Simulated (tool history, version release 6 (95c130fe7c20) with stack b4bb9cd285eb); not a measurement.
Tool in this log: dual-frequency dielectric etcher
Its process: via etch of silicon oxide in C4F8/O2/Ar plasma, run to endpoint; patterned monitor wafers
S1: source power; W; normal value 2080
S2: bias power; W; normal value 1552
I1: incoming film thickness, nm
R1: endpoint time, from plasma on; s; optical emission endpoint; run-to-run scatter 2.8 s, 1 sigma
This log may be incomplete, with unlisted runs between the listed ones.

run,hour,S1,S2,I1,R1
1,0.0,2080,1552,1888.5,384.8
2,7.6,2080,1381,1916.7,398.4
3,24.3,2080,1381,1921.7,396.0
4,38.6,2080,1381,1910.6,401.5
5,46.3,2080,1552,1912.4,386.4
6,60.8,2260,1552,1907.5,369.9
7,74.0,2260,1552,1903.1,372.4
8,91.7,2260,1552,1911.2,381.6
9,102.8,1680,1336,1890.3,446.8
10,116.3,1680,1336,1937.5,455.2
11,130.1,2080,1552,1925.7,393.7
12,143.4,2080,1552,1917.3,395.9
# hour 153.8: source power generator calibrated
# hour 181.4: upper electrode replaced
13,181.9,2080,1552,1905.4,395.9
14,182.3,2080,1552,1917.4,398.4
15,184.0,2080,1552,1915.4,392.6
16,192.2,2080,1552,1908.7,395.2
17,199.7,2080,1552,1913.9,394.9
18,213.5,1620,1698,1904.3,437.8
19,234.3,2080,1552,1901.0,396.2
20,241.3,1780,1276,1905.7,441.2
21,256.3,2480,1889,1901.7,349.6
22,269.5,2080,1381,1907.4,401.6
23,282.0,1580,1856,1888.5,435.1
# hour 300.0: bias power generator calibrated
# hour 314.8: wet clean of the chamber
24,315.3,2080,1552,1904.0,383.0
25,315.7,2080,1552,1915.6,376.7
26,322.3,1680,1336,1896.5,433.7
27,331.1,2570,1725,1910.8,337.4
28,337.5,2080,1845,1879.8,359.8
29,349.1,2080,1386,1895.1,384.4
30,365.6,2080,1199,1897.2,400.9
31,380.0,2560,1913,1912.2,328.4
32,386.4,2540,1445,1926.8,353.0
33,395.7,2080,1806,1903.8,369.4
34,413.6,2080,1381,1927.8,388.9

Measured less the same run without the tool's hidden state. The same run-to-run variation is in both; the gauge's scatter may not be:
The hidden state here: etch rate over this chamber's usual, %; source power that arrives over what is set, %; bias power that arrives over what is set, %.
run,R1
1,+4.9
2,+5.4
3,+6.0
4,+6.6
5,+6.7
6,+6.8
7,+7.4
8,+8.2
9,+10.1
10,+10.8
11,+9.9
12,+10.5
13,+11.9
14,+12.0
15,+11.9
16,+12.2
17,+12.6
18,+14.4
19,+13.9
20,+15.8
21,+12.9
22,+15.4
23,+17.2
24,-2.6
25,-2.6
26,-2.6
27,-1.8
28,-1.7
29,-1.4
30,-0.8
31,-0.3
32,+0.0
33,+0.3
34,+0.9
